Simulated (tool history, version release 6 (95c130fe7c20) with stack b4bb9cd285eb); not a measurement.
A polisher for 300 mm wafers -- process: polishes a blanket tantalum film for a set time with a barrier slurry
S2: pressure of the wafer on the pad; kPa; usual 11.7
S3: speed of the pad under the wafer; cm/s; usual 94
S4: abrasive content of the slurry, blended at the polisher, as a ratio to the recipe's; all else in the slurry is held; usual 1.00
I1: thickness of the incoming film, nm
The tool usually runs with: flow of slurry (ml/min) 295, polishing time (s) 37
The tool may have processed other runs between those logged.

Run 1, day 0.000: usual settings but S4 1.10; I1 220.1. Result: film removed (Å) 412.
Run 2, day 1.238: usual settings but S4 1.10; I1 220.4. Result: film removed (Å) 415.
Run 3, day 1.775: usual settings but S4 1.10; I1 219.3. Result: film removed (Å) 419.
Run 4, day 2.862: usual settings but polishing time (s) 42; I1 218.8. Result: film removed (Å) 454.
At day 3.871: worn pad replaced by a new one.
Run 5, day 4.029: usual settings; I1 215.7. Result: film removed (Å) 399.
Run 6, day 5.996: usual settings; I1 220.1. Result: film removed (Å) 398.
Run 7, day 6.754: usual settings; I1 217.1. Result: film removed (Å) 393.
Run 8, day 7.646: usual settings; I1 220.0. Result: film removed (Å) 397.
At day 8.271: worn pad replaced by a new one, of another model than before.
At day 8.792: slurry blender recalibrated.
Run 9, day 10.596: usual settings; I1 224.0. Result: film removed (Å) 405.
Run 10, day 11.721: usual settings; I1 219.9. Result: film removed (Å) 411.
Run 11, day 12.383: usual settings but S2 10.3 kPa; I1 217.9. Result: film removed (Å) 379.
At day 13.496: worn pad replaced by a new one.
Run 12, day 13.658: usual settings but S2 10.3 kPa; I1 220.5. Result: film removed (Å) 376.
Run 13, day 14.646: usual settings but flow of slurry (ml/min) 265, S3 64 cm/s, polishing time (s) 27; I1 223.8. Result: film removed (Å) 233.
Run 14, day 15.246: usual settings but S2 7.6 kPa, S4 0.85, polishing time (s) 42; I1 218.2. Result: film removed (Å) 337.
At day 15.492: slurry nozzle cleaned.
Run 15, day 15.858: usual settings but S2 13.1 kPa, S4 0.75, polishing time (s) 27; I1 215.5. Result: film removed (Å) 265.
At day 15.946: head pressure recalibrated.
Run 16, day 16.758: usual settings but S2 14.5 kPa, S3 82 cm/s; I1 217.4. Result: film removed (Å) 422.
Run 17, day 17.875: usual settings but S2 13.8 kPa, S3 76 cm/s, S4 1.30; I1 217.4. Result: film removed (Å) 431.
At day 19.067: worn pad replaced by a new one.
Run 18, day 19.333: usual settings but S4 1.20; I1 221.1. Result: film removed (Å) 418.
Run 19, day 20.829: usual settings but flow of slurry (ml/min) 365; I1 219.8. Result: film removed (Å) 401.
At day 21.421: slurry blender recalibrated.
Run 20, day 21.654: usual settings but S2 15.9 kPa, S3 84 cm/s, S4 1.20, polishing time (s) 40; I1 221.0. Result: film removed (Å) 528.
Run 21, day 22.662: usual settings but S2 14.5 kPa, S3 82 cm/s; I1 220.7. Result: film removed (Å) 425.
At day 23.450: worn pad replaced by a new one.
Run 22, day 23.708: usual settings; I1 215.1. Result: film removed (Å) 408.
Run 23, day 24.700: usual settings but S4 0.70; I1 217.9. Result: film removed (Å) 332.
Run 24, day 25.338: usual settings but S2 8.3 kPa, polishing time (s) 33; I1 223.1. Result: film removed (Å) 301.

The logged runs with the hidden state left out (each run's random variation unchanged):
The tool's hidden condition here consists of: removal rate lost through wear of the pad, %; slurry flow missing at the pad, %; deviation of the head's pressure from its setpoint, %; abrasive missing from the slurry, %.
run  film removed (Å)
  1               416
  2               421
  3               426
  4               464
  5               409
  6               411
  7               408
  8               413
  9               408
 10               415
 11               383
 12               383
 13               238
 14               345
 15               273
 16               434
 17               441
 18               431
 19               418
 20               529
 21               427
 22               412
 23               338
 24               306
